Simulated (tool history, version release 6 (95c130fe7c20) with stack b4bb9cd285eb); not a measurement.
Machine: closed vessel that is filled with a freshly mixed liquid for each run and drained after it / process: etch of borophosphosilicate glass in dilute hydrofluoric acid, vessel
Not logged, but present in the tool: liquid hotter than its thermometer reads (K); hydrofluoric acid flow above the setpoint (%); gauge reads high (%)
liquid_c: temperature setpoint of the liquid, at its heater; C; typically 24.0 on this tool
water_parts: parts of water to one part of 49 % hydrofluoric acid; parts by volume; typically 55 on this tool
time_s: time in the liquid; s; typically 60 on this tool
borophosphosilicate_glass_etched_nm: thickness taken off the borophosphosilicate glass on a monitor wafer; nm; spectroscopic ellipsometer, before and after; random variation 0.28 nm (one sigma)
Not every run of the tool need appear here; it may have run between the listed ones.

run    hour  liquid_c  water_parts  time_s  wafers since the last listed run  hours since the thermometer was replaced  hours since the hydrofluoric acid flow meter was replaced  hours since the gauge calibration  read-back film thickness of the borophosphosilicate glass reference wafer, read on the same gauge (nm)  borophosphosilicate_glass_etched_nm
  1     0.0      24.0           55      60                                 0                                     776.9                                                     1919.9                               86.7                                                                                                  150.00                                57.59
       14.9  -- thermometer replaced
  2    52.9      24.0           55      70                              5235                                      38.0                                                     1972.8                              139.6                                                                                                  150.02                                63.51
  3   120.2      24.0           55      70                              6789                                     105.3                                                     2040.1                              206.9                                                                                                  150.02                                64.24
  4   159.8      24.0           55      60                              3994                                     144.9                                                     2079.7                              246.5                                                                                                  149.99                                55.73
  5   247.2      24.0           55      60                              8817                                     232.3                                                     2167.1                              333.9                                                                                                  150.01                                55.41
  6   332.0      24.0           55      60                              8554                                     317.1                                                     2251.9                              418.7                                                                                                  149.99                                55.82
  7   368.4      24.0           55      60                              3672                                     353.5                                                     2288.3                              455.1                                                                                                  150.03                                56.57
  8   428.9      24.0           55      60                              6103                                     414.0                                                     2348.8                              515.6                                                                                                  149.99                                56.70
  9   480.7      24.0           55      60                              5225                                     465.8                                                     2400.6                              567.4                                                                                                  149.98                                57.66
      539.8  -- hydrofluoric acid flow meter replaced
 10   570.5      21.0           35      45                              8958                                     555.6                                                       30.7                              657.2                                                                                                  149.99                                55.72
 11   635.4      24.0           55      60                              6547                                     620.5                                                       95.6                              722.1                                                                                                  149.98                                53.09
      685.0  -- gauge calibrated
 12   733.7      24.0           55      30                              9916                                     718.8                                                      193.9                               48.7                                                                                                  150.04                                26.67
 13   780.9      24.0           55      60                              4761                                     766.0                                                      241.1                               95.9                                                                                                  150.00                                53.02
      796.9  -- thermometer replaced
 14   881.9      22.0           55      60                             10088                                      85.0                                                      342.1                              196.9                                                                                                  150.00                                47.43
 15   988.5      24.0           40      60                             10754                                     191.6                                                      448.7                              303.5                                                                                                  150.00                                73.20
 16  1065.9      22.0           25      90                              7808                                     269.0                                                      526.1                              380.9                                                                                                  150.00                               166.80
 17  1157.6      24.0           55      60                              9250                                     360.7                                                      617.8                              472.6                                                                                                  150.02                                52.93
 18  1228.0      24.0           45      60                              7102                                     431.1                                                      688.2                              543.0                                                                                                  149.98                                67.01
 19  1330.3      24.0           75      60                             10320                                     533.4                                                      790.5                              645.3                                                                                                  150.01                                38.75

The tool's hidden state at each run:
gauge reads high (%): 0 at every run
H1: liquid hotter than its thermometer reads (K)
H2: hydrofluoric acid flow above the setpoint (%)
run      H1    H2
  1   0.931  10.5
  2  0.0682  10.8
  3   0.143  11.1
  4   0.187  11.3
  5   0.284  11.7
  6   0.378  12.1
  7   0.418  12.3
  8   0.485  12.6
  9   0.542  12.8
 10   0.642  3.17
 11   0.714  3.49
 12   0.823  3.96
 13   0.875  4.19
 14   0.115  4.68
 15   0.233  5.19
 16   0.318  5.57
 17    0.42  6.01
 18   0.498  6.35
 19   0.611  6.84

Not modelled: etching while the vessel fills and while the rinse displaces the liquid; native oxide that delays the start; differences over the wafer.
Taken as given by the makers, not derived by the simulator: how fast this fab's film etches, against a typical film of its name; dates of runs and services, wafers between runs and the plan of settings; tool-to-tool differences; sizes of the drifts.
